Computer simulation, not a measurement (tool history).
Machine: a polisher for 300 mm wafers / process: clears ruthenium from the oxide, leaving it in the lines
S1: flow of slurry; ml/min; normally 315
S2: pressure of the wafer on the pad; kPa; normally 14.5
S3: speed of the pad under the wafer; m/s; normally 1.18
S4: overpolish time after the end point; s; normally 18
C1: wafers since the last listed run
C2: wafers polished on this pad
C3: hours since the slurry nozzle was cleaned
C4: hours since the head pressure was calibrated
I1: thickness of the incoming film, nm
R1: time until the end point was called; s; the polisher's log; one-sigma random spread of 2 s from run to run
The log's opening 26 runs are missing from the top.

{"run": 27, "hour": 383.0, "S1": 210, "S2": 11.0, "S3": 1.18, "S4": 28, "C1": 81, "C2": 312, "C3": 211.9, "C4": 80.9, "I1": 178.3, "R1": 166.4}
{"run": 28, "hour": 397.1, "S1": 315, "S2": 14.5, "S3": 0.76, "S4": 18, "C1": 79, "C2": 392, "C3": 226.0, "C4": 95.0, "I1": 180.8, "R1": 208.7}
{"run": 29, "hour": 403.3, "S1": 315, "S2": 14.5, "S3": 1.18, "S4": 12, "C1": 35, "C2": 427, "C3": 232.2, "C4": 101.2, "I1": 179.8, "R1": 132.6}
{"hour": 415.1, "done": "slurry nozzle cleaned"}
{"run": 30, "hour": 420.3, "S1": 315, "S2": 14.5, "S3": 1.18, "S4": 18, "C1": 90, "C2": 517, "C3": 5.2, "C4": 118.2, "I1": 178.4, "R1": 134.2}
{"run": 31, "hour": 446.3, "S1": 315, "S2": 14.5, "S3": 1.3, "S4": 18, "C1": 146, "C2": 664, "C3": 31.2, "C4": 144.2, "I1": 182.2, "R1": 123.0}
{"run": 32, "hour": 478.6, "S1": 315, "S2": 14.5, "S3": 1.18, "S4": 18, "C1": 182, "C2": 846, "C3": 63.5, "C4": 176.5, "I1": 177.2, "R1": 132.1}
{"run": 33, "hour": 484.9, "S1": 315, "S2": 14.5, "S3": 1.18, "S4": 18, "C1": 35, "C2": 882, "C3": 69.8, "C4": 182.8, "I1": 180.7, "R1": 138.4}
{"run": 34, "hour": 502.6, "S1": 315, "S2": 14.5, "S3": 0.78, "S4": 18, "C1": 99, "C2": 982, "C3": 87.5, "C4": 200.5, "I1": 179.8, "R1": 203.2}
{"hour": 519.0, "done": "worn pad replaced by a new one"}
{"run": 35, "hour": 519.5, "S1": 400, "S2": 17.9, "S3": 1.46, "S4": 11, "C1": 72, "C2": 3, "C3": 104.4, "C4": 217.4, "I1": 178.6, "R1": 88.7}
{"run": 36, "hour": 533.7, "S1": 315, "S2": 14.5, "S3": 1.18, "S4": 25, "C1": 80, "C2": 83, "C3": 118.6, "C4": 231.6, "I1": 181.7, "R1": 139.6}

Consider 5 possible next runs. They are alternatives, not a sequence: every one starts from the tool as it was left by run 36. What does each give?
{"run": "A", "hour": 534.2, "S1": 315, "S2": 14.5, "S3": 1.18, "S4": 18, "C1": 2, "C2": 86, "C3": 119.1, "C4": 232.1, "I1": 179.0, "R1": "?"}
{"run": "B", "hour": 534.2, "S1": 280, "S2": 14.5, "S3": 0.82, "S4": 24, "C1": 2, "C2": 86, "C3": 119.1, "C4": 232.1, "I1": 179.0, "R1": "?"}
{"run": "C", "hour": 534.2, "S1": 315, "S2": 11.0, "S3": 1.54, "S4": 18, "C1": 2, "C2": 86, "C3": 119.1, "C4": 232.1, "I1": 179.0, "R1": "?"}
{"run": "D", "hour": 534.2, "S1": 265, "S2": 14.5, "S3": 1.18, "S4": 18, "C1": 2, "C2": 86, "C3": 119.1, "C4": 232.1, "I1": 179.0, "R1": "?"}
{"run": "E", "hour": 534.2, "S1": 315, "S2": 14.5, "S3": 1.5, "S4": 10, "C1": 2, "C2": 86, "C3": 119.1, "C4": 232.1, "I1": 179.0, "R1": "?"}

run=A R1=133.6
run=B R1=193.5
run=C R1=127.4
run=D R1=134.8
run=E R1=105.1
What these runs would have given with no unlogged condition in the tool:
run=A R1=133.6
run=B R1=193.5
run=C R1=127.4
run=D R1=134.8
run=E R1=105.1
